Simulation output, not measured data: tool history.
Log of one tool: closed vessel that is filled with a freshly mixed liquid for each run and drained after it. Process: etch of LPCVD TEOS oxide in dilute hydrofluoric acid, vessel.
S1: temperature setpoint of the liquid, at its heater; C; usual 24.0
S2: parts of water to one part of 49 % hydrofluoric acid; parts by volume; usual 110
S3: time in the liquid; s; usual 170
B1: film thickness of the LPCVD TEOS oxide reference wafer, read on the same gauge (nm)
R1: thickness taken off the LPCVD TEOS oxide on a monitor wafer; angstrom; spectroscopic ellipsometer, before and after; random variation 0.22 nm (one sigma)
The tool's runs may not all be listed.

| run | hour | S1 | S2 | S3 | B1 | R1 |
|---|---|---|---|---|---|---|
| 1 | 0.0 | 24.0 | 110 | 170 | 130.03 | 235.6 |
| 2 | 21.7 | 24.0 | 110 | 170 | 130.02 | 235.6 |
| 3 | 48.8 | 24.0 | 125 | 170 | 130.00 | 201.8 |
|  | 54.5 | gauge calibrated |
| 4 | 105.2 | 24.0 | 125 | 170 | 130.03 | 203.4 |
| 5 | 132.3 | 24.0 | 125 | 170 | 129.99 | 200.4 |
| 6 | 160.3 | 24.0 | 110 | 140 | 129.99 | 189.7 |
| 7 | 190.3 | 24.0 | 110 | 170 | 129.98 | 227.5 |
|  | 206.6 | thermometer replaced |
| 8 | 230.0 | 24.0 | 110 | 170 | 130.00 | 251.6 |
| 9 | 249.2 | 24.0 | 110 | 170 | 130.00 | 248.6 |
| 10 | 281.7 | 24.0 | 110 | 95 | 130.00 | 139.1 |
| 11 | 305.5 | 21.0 | 140 | 215 | 129.97 | 211.2 |
|  | 338.8 | gauge calibrated |
| 12 | 340.9 | 24.0 | 110 | 140 | 129.99 | 202.3 |
|  | 373.9 | hydrofluoric acid flow meter replaced |
| 13 | 376.9 | 21.5 | 90 | 170 | 130.02 | 321.2 |
| 14 | 405.3 | 19.0 | 130 | 100 | 129.95 | 113.4 |
| 15 | 437.6 | 24.0 | 85 | 170 | 129.98 | 375.7 |
| 16 | 456.5 | 22.0 | 110 | 95 | 130.01 | 147.1 |
| 17 | 488.4 | 24.0 | 110 | 170 | 129.98 | 280.4 |
| 18 | 522.7 | 24.0 | 110 | 170 | 129.96 | 276.4 |
| 19 | 548.6 | 24.0 | 110 | 170 | 130.00 | 278.7 |

5 ways to go on from here, each from the tool as it stands after run 19. What would each give?
| A | 549.3 | 24.0 | 110 | 170 | ? | ? |
| B | 549.3 | 28.0 | 110 | 170 | ? | ? |
| C | 549.3 | 19.5 | 160 | 110 | ? | ? |
| D | 549.3 | 27.0 | 145 | 115 | ? | ? |
| E | 549.3 | 24.0 | 110 | 125 | ? | ? |

| run | B1 | R1 |
|---|---|---|
| A | 129.96 | 276.7 |
| B | 129.96 | 323.1 |
| C | 129.96 | 97.4 |
| D | 129.96 | 152.6 |
| E | 129.96 | 203.4 |
Without the tool's hidden state the same runs would have given:
| run | R1 |
|---|---|
| A | 296.6 |
| B | 346.2 |
| C | 104.5 |
| D | 163.6 |
| E | 218.1 |
